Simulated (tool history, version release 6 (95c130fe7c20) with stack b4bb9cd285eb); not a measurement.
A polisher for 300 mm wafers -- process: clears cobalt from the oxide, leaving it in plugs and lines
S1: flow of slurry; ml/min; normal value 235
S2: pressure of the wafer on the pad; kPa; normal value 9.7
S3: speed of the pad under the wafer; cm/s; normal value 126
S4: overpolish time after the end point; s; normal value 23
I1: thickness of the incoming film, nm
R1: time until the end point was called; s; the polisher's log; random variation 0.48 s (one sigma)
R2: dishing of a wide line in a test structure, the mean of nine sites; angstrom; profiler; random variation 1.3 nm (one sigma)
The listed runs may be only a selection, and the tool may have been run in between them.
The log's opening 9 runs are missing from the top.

run	hour	S1	S2	S3	S4	I1	R1	R2
10	413.6	235	9.7	126	23	168.6	35.2	608
11	471.1	255	9.7	126	16	170.2	36.2	514
12	509.0	270	6.9	106	33	169.7	57.8	570
13	557.3	235	9.7	164	31	168.3	29.5	684
14	628.5	305	9.7	90	23	171.3	48.0	527
15	672.4	235	9.7	96	30	168.3	45.8	598
# hour 680.3: worn pad replaced by a new one
16	703.4	235	9.7	126	23	167.2	35.6	604
# hour 750.1: slurry nozzle cleaned
# hour 750.8: head pressure recalibrated
17	761.4	235	9.7	126	23	169.2	36.1	595
18	788.4	275	7.6	126	23	169.0	44.7	536
19	847.9	235	12.4	106	23	170.2	31.6	624
20	904.6	235	9.7	126	23	168.9	35.5	599
21	959.6	235	9.7	126	23	169.2	35.5	596
22	994.6	235	12.4	126	23	168.2	27.8	642
23	1051.2	285	10.3	126	11	169.0	33.3	419
24	1076.1	235	11.7	126	18	170.0	30.4	581
25	1117.7	235	6.9	126	15	172.3	53.3	385
# hour 1134.5: slurry nozzle cleaned
# hour 1178.6: worn pad replaced by a new one
26	1186.9	235	9.7	126	23	169.5	35.2	600
27	1253.1	180	8.3	140	23	170.5	40.1	576
28	1295.7	180	9.7	126	23	171.8	36.7	583
29	1348.5	235	9.7	126	23	171.0	36.5	597
30	1418.8	235	9.7	126	23	170.9	36.7	625
31	1469.1	235	9.7	146	11	173.5	33.1	418
32	1516.4	300	9.7	84	23	169.9	48.6	530
33	1548.6	170	9.7	144	23	169.1	35.1	607
# hour 1575.5: slurry nozzle cleaned
34	1605.2	255	9.7	104	34	170.3	42.0	671

4 options for the next run, each taken on its own from the tool as it stands now. Forecast them:
A	1605.6	235	9.7	126	23	171.9	?	?
B	1605.6	235	9.7	138	23	171.9	?	?
C	1605.6	235	13.1	126	23	171.9	?	?
D	1605.6	300	8.3	126	23	171.9	?	?

run	R1	R2
A	36.1	617
B	33.6	635
C	26.6	684
D	41.2	584
What these runs would have given with no unlogged condition in the tool:
run	R1	R2
A	36.0	618
B	33.5	635
C	26.5	685
D	41.1	584
